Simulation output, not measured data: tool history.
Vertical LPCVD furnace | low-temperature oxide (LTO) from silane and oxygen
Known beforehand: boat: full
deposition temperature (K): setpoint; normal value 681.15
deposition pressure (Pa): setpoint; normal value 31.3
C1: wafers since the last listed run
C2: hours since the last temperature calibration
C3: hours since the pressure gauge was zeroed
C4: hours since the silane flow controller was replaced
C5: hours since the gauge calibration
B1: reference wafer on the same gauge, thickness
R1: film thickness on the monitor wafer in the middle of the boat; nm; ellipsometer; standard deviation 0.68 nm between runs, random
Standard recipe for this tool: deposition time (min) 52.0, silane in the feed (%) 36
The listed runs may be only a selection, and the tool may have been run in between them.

Run 1, hour 0.0: usual settings but silane in the feed (%) 42; C1 0; C2 3549.7; C3 2230.9; C4 4956.7; C5 127.8; B1 470.89. Result: R1 516.52 nm.
Run 2, hour 7.0: usual settings but silane in the feed (%) 42; C1 134; C2 3556.7; C3 2237.9; C4 4963.7; C5 134.8; B1 471.11. Result: R1 515.36 nm.
Run 3, hour 23.3: usual settings; C1 313; C2 3573.0; C3 2254.2; C4 4980.0; C5 151.1; B1 471.03. Result: R1 429.51 nm.
Run 4, hour 38.5: usual settings; C1 292; C2 3588.2; C3 2269.4; C4 4995.2; C5 166.3; B1 471.08. Result: R1 429.51 nm.
Run 5, hour 48.0: usual settings; C1 182; C2 3597.7; C3 2278.9; C4 5004.7; C5 175.8; B1 471.10. Result: R1 428.67 nm.
Run 6, hour 59.5: usual settings; C1 221; C2 3609.2; C3 2290.4; C4 5016.2; C5 187.3; B1 471.09. Result: R1 429.45 nm.
Run 7, hour 69.3: usual settings; C1 188; C2 3619.0; C3 2300.2; C4 5026.0; C5 197.1; B1 471.25. Result: R1 429.17 nm.
At hour 95.6: gauge calibrated.
At hour 101.1: pressure gauge zeroed.
At hour 108.6: thermocouples replaced and temperature profile calibrated.
At hour 117.8: silane flow controller replaced.
Run 8, hour 118.3: usual settings but deposition temperature (K) 671.15, silane in the feed (%) 43; C1 159; C2 9.7; C3 17.2; C4 0.5; C5 22.7; B1 471.24. Result: R1 503.10 nm.
Run 9, hour 122.8: usual settings but deposition pressure (Pa) 35.3, deposition time (min) 32.0; C1 86; C2 14.2; C3 21.7; C4 5.0; C5 27.2; B1 471.08. Result: R1 314.25 nm.
Run 10, hour 127.3: usual settings but deposition pressure (Pa) 35.3, deposition time (min) 32.0; C1 86; C2 18.7; C3 26.2; C4 9.5; C5 31.7; B1 471.02. Result: R1 313.49 nm.
Run 11, hour 131.8: usual settings; C1 86; C2 23.2; C3 30.7; C4 14.0; C5 36.2; B1 471.15. Result: R1 451.68 nm.
Run 12, hour 137.9: usual settings but deposition pressure (Pa) 28.0; C1 117; C2 29.3; C3 36.8; C4 20.1; C5 42.3; B1 470.83. Result: R1 404.21 nm.
Run 13, hour 185.5: usual settings but deposition temperature (K) 669.15, deposition pressure (Pa) 36.7, deposition time (min) 43.0, silane in the feed (%) 31; C1 914; C2 76.9; C3 84.4; C4 67.7; C5 89.9; B1 470.93. Result: R1 308.88 nm.
Run 14, hour 199.4: usual settings but deposition temperature (K) 670.15, deposition pressure (Pa) 25.3; C1 267; C2 90.8; C3 98.3; C4 81.6; C5 103.8; B1 471.13. Result: R1 321.73 nm.
Run 15, hour 216.9: usual settings but deposition temperature (K) 693.15, deposition pressure (Pa) 38.7, deposition time (min) 59.5, silane in the feed (%) 41; C1 336; C2 108.3; C3 115.8; C4 99.1; C5 121.3; B1 470.94. Result: R1 842.23 nm.

What was the tool's hidden state at every run in the log?
true tube temperature minus thermocouple reading, K: 0 across all the runs
deviation of the silane flow from its setpoint, %: 0 across all the runs
gauge reads high (%): 0 across all the runs
H1: true pressure minus gauge reading, mTorr
run      H1
  1   -11.8
  2   -11.8
  3   -11.8
  4   -11.8
  5   -11.8
  6   -11.8
  7   -11.8
  8   0.736
  9    0.66
 10   0.584
 11   0.509
 12   0.408
 13  -0.352
 14  -0.564
 15  -0.826
